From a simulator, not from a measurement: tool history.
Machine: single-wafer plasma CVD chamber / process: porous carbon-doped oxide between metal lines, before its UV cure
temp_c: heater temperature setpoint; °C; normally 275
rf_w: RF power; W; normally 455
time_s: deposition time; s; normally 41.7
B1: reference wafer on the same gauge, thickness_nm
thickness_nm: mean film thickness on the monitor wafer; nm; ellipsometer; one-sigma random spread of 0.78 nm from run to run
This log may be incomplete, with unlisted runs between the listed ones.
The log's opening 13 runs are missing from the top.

Run 14, hour 960.5: usual settings; B1 243.865. Result: thickness_nm 224.155 nm.
Run 15, hour 987.9: usual settings; B1 244.065. Result: thickness_nm 224.945 nm.
Run 16, hour 1040.5: usual settings; B1 243.847. Result: thickness_nm 225.102 nm.
Run 17, hour 1090.7: usual settings; B1 244.087. Result: thickness_nm 225.94 nm.
Run 18, hour 1127.5: usual settings but temp_c 269 °C, rf_w 405 W, time_s 39.2 s; B1 243.989. Result: thickness_nm 205.357 nm.
Run 19, hour 1161: usual settings but temp_c 267 °C, time_s 34.6 s; B1 244.069. Result: thickness_nm 197.916 nm.
Run 20, hour 1186.6: usual settings; B1 244.06. Result: thickness_nm 224.74 nm.
At hour 1216.8: showerhead replaced, of another model than before.
Run 21, hour 1233.2: usual settings; B1 244.055. Result: thickness_nm 223.975 nm.
Run 22, hour 1275: usual settings but temp_c 283 °C, rf_w 505 W; B1 243.997. Result: thickness_nm 230.496 nm.
Run 23, hour 1362.6: usual settings but temp_c 270 °C, rf_w 375 W, time_s 37.4 s; B1 244.003. Result: thickness_nm 168.544 nm.
Run 24, hour 1424.4: usual settings but time_s 44 s; B1 244.087. Result: thickness_nm 235.773 nm.
At hour 1455.1: thermocouple changed; heater temperature recalibrated.
Run 25, hour 1480.1: usual settings but temp_c 269 °C, rf_w 425 W, time_s 46.7 s; B1 244.052. Result: thickness_nm 254.053 nm.
Run 26, hour 1527.6: usual settings but temp_c 264 °C, rf_w 405 W; B1 243.891. Result: thickness_nm 223.542 nm.
At hour 1563.9: gauge calibrated.
Run 27, hour 1574.5: usual settings but temp_c 279 °C, rf_w 430 W, time_s 34.3 s; B1 243.886. Result: thickness_nm 176.574 nm.
Run 28, hour 1609: usual settings; B1 244.216. Result: thickness_nm 232.83 nm.
Run 29, hour 1672.8: usual settings but time_s 38.9 s; B1 243.844. Result: thickness_nm 217.182 nm.
Run 30, hour 1727: usual settings but temp_c 268 °C, rf_w 545 W, time_s 44.9 s; B1 244.046. Result: thickness_nm 307.839 nm.
Run 31, hour 1790.6: usual settings but temp_c 281 °C, rf_w 505 W, time_s 48.8 s; B1 243.892. Result: thickness_nm 286.663 nm.
Run 32, hour 1849.7: usual settings but temp_c 270 °C; B1 243.876. Result: thickness_nm 242.377 nm.
Run 33, hour 1900.9: usual settings; B1 244.089. Result: thickness_nm 233.272 nm.
Run 34, hour 1971.3: usual settings but rf_w 425 W; B1 243.963. Result: thickness_nm 216.156 nm.
Run 35, hour 2006.8: usual settings but temp_c 281 °C, time_s 47.2 s; B1 243.993. Result: thickness_nm 250.472 nm.

Consider 3 possible next runs. They are alternatives, not a sequence: every one starts from the tool as it was left by run 35. What does each give?
Run A, hour 2007.2: usual settings; B1 ?. Result: thickness_nm ?.
Run B, hour 2007.2: usual settings but time_s 35.4 s; B1 ?. Result: thickness_nm ?.
Run C, hour 2007.2: usual settings but temp_c 280 °C, rf_w 420 W, time_s 46.4 s; B1 ?. Result: thickness_nm ?.

run       B1  thickness_nm
  A  243.917        232.48
  B  243.917       198.185
  C  243.917         228.7
Stripped of hidden state, with their random variation kept, the same runs would have yielded:
run  thickness_nm
  A       233.014
  B        198.64
  C       229.211
